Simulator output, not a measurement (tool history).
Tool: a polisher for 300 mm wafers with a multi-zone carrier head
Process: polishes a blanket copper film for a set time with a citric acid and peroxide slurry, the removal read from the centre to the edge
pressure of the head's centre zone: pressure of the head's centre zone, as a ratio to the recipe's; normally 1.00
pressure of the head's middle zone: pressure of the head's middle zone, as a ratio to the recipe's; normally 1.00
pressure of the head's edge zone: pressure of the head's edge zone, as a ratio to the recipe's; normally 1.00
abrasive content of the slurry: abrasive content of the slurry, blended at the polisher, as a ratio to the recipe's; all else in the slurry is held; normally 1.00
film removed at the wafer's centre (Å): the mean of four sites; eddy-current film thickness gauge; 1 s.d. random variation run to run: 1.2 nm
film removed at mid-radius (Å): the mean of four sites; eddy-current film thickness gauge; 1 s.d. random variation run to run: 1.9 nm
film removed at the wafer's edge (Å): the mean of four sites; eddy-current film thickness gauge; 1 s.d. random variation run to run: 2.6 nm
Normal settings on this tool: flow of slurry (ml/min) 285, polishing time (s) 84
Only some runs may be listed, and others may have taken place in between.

run    hour  flow of slurry (ml/min)  pressure of the head's centre zone  pressure of the head's middle zone  pressure of the head's edge zone  abrasive content of the slurry  polishing time (s)  wafers since the last listed run  wafers polished on this pad  hours since the slurry nozzle was cleaned  hours since the centre zone pressure was calibrated  hours since the edge zone pressure was calibrated  hours since the carrier head's membrane was replaced  incoming thickness of the incoming film, nm  film removed at the wafer's centre (Å)  film removed at mid-radius (Å)  film removed at the wafer's edge (Å)
  1     0.0                      285                                1.00                                1.00                              1.00                            1.00                  84                                 0                         2506                                      667.5                                               1195.8                                              398.1                                                  55.2                                       1176.1                                    1710                            1757                                  1779
       27.4  -- slurry nozzle cleaned
  2    57.8                      285                                1.00                                1.00                              1.00                            1.00                  84                               717                         3224                                       30.4                                               1253.6                                              455.9                                                 113.0                                       1159.5                                    1719                            1692                                  1736
       72.0  -- worn pad replaced by a new one
       72.2  -- centre zone pressure recalibrated
  3   119.3                      285                                1.00                                1.00                              1.00                            1.00                  84                               724                          595                                       91.9                                                 47.1                                              517.4                                                 174.5                                       1197.1                                    1711                            1744                                  1763
  4   214.6                      285                                1.00                                1.00                              1.00                            1.00                 101                              1204                         1799                                      187.2                                                142.4                                              612.7                                                 269.8                                       1169.7                                    2086                            2093                                  2104
      271.9  -- edge zone pressure recalibrated
  5   272.8                      285                                1.00                                1.00                              1.00                            1.00                  84                               710                         2509                                      245.4                                                200.6                                                0.9                                                 328.0                                       1168.2                                    1699                            1734                                  1747
  6   337.3                      285                                1.00                                0.94                              0.95                            0.75                  59                               815                         3325                                      309.9                                                265.1                                               65.4                                                 392.5                                       1189.3                                    1068                            1030                                  1091
      375.1  -- worn pad replaced by a new one
      392.0  -- carrier head's membrane replaced by a new one
  7   403.9                      350                                1.00                                1.00                              1.00                            0.70                  84                               728                          300                                      376.5                                                331.7                                              132.0                                                  11.9                                       1182.1                                    1503                            1529                                  1493
  8   465.6                      245                                1.00                                1.00                              1.00                            1.25                  84                               779                         1080                                      438.2                                                393.4                                              193.7                                                  73.6                                       1150.5                                    1817                            1825                                  1897
  9   499.6                      285                                1.06                                1.00                              1.04                            1.00                 108                               429                         1510                                      472.2                                                427.4                                              227.7                                                 107.6                                       1182.3                                    2334                            2223                                  2330
 10   541.4                      285                                1.00                                1.00                              1.00                            1.00                  84                               528                         2038                                      514.0                                                469.2                                              269.5                                                 149.4                                       1189.4                                    1707                            1716                                  1790
 11   582.3                      285                                1.00                                1.00                              1.00                            1.00                  84                               516                         2555                                      554.9                                                510.1                                              310.4                                                 190.3                                       1173.3                                    1689                            1720                                  1778
 12   653.6                      285                                1.00                                1.00                              0.89                            1.00                 106                               901                         3456                                      626.2                                                581.4                                              381.7                                                 261.6                                       1165.7                                    2131                            2171                                  2096
      719.5  -- worn pad replaced by a new one
 13   725.5                      285                                1.00                                1.00                              1.00                            1.00                  84                               858                           75                                      698.1                                                653.3                                              453.6                                                 333.5                                       1164.2                                    1713                            1738                                  1752
 14   787.3                      255                                1.00                                1.07                              1.12                            1.15                  84                               781                          857                                      759.9                                                715.1                                              515.4                                                 395.3                                       1156.8                                    1776                            1902                                  1941
      804.7  -- slurry nozzle cleaned
 15   816.6                      285                                1.00                                1.00                              1.03                            1.00                  66                               357                         1214                                       11.9                                                744.4                                              544.7                                                 424.6                                       1172.9                                    1336                            1340                                  1427
      860.6  -- edge zone pressure recalibrated
 16   932.7                      285                                1.00                                1.00                              1.00                            1.00                  84                              1442                         2656                                      128.0                                                860.5                                               72.1                                                 540.7                                       1171.9                                    1709                            1719                                  1741
 17   962.5                      285                                1.00                                1.00                              1.00                            1.00                  84                               376                         3033                                      157.8                                                890.3                                              101.9                                                 570.5                                       1192.6                                    1732                            1735                                  1725
      971.7  -- carrier head's membrane replaced by a new one
      995.3  -- worn pad replaced by a new one
 18   995.8                      195                                0.92                                1.00                              1.00                            0.80                  84                               307                            6                                      191.1                                                923.6                                              135.2                                                  24.1                                       1174.2                                    1378                            1526                                  1580
 19  1048.7                      285                                1.00                                1.00                              1.00                            1.00                  93                               668                          675                                      244.0                                                976.5                                              188.1                                                  77.0                                       1182.3                                    1892                            1877                                  1909
 20  1087.6                      230                                1.05                                1.00                              0.96                            1.00                  84                               491                         1167                                      282.9                                               1015.4                                              227.0                                                 115.9                                       1152.8                                    1780                            1684                                  1661

Branching from run 20: 5 alternative next runs. What would each branch give?
  A  1088.1                      285                                1.00                                1.00                              1.00                            1.00                  84                                 6                         1173                                      283.4                                               1015.9                                              227.5                                                 116.4                                       1162.2                                       ?                               ?                                     ?
  B  1088.1                      285                                1.00                                1.00                              0.94                            1.00                  84                                 6                         1173                                      283.4                                               1015.9                                              227.5                                                 116.4                                       1162.2                                       ?                               ?                                     ?
  C  1088.1                      285                                1.00                                1.00                              1.00                            1.00                  75                                 6                         1173                                      283.4                                               1015.9                                              227.5                                                 116.4                                       1162.2                                       ?                               ?                                     ?
  D  1088.1                      285                                0.92                                1.00                              1.04                            1.00                  84                                 6                         1173                                      283.4                                               1015.9                                              227.5                                                 116.4                                       1162.2                                       ?                               ?                                     ?
  E  1088.1                      285                                1.00                                0.96                              1.00                            1.00                  84                                 6                         1173                                      283.4                                               1015.9                                              227.5                                                 116.4                                       1162.2                                       ?                               ?                                     ?

run  film removed at the wafer's centre (Å)  film removed at mid-radius (Å)  film removed at the wafer's edge (Å)
  A                                    1731                            1736                                  1763
  B                                    1731                            1736                                  1712
  C                                    1545                            1550                                  1574
  D                                    1591                            1737                                  1797
  E                                    1730                            1680                                  1764
Without the tool's hidden state the same runs would have given:
run  film removed at the wafer's centre (Å)  film removed at mid-radius (Å)  film removed at the wafer's edge (Å)
  A                                    1731                            1736                                  1763
  B                                    1731                            1736                                  1712
  C                                    1545                            1550                                  1574
  D                                    1591                            1737                                  1797
  E                                    1730                            1680                                  1764
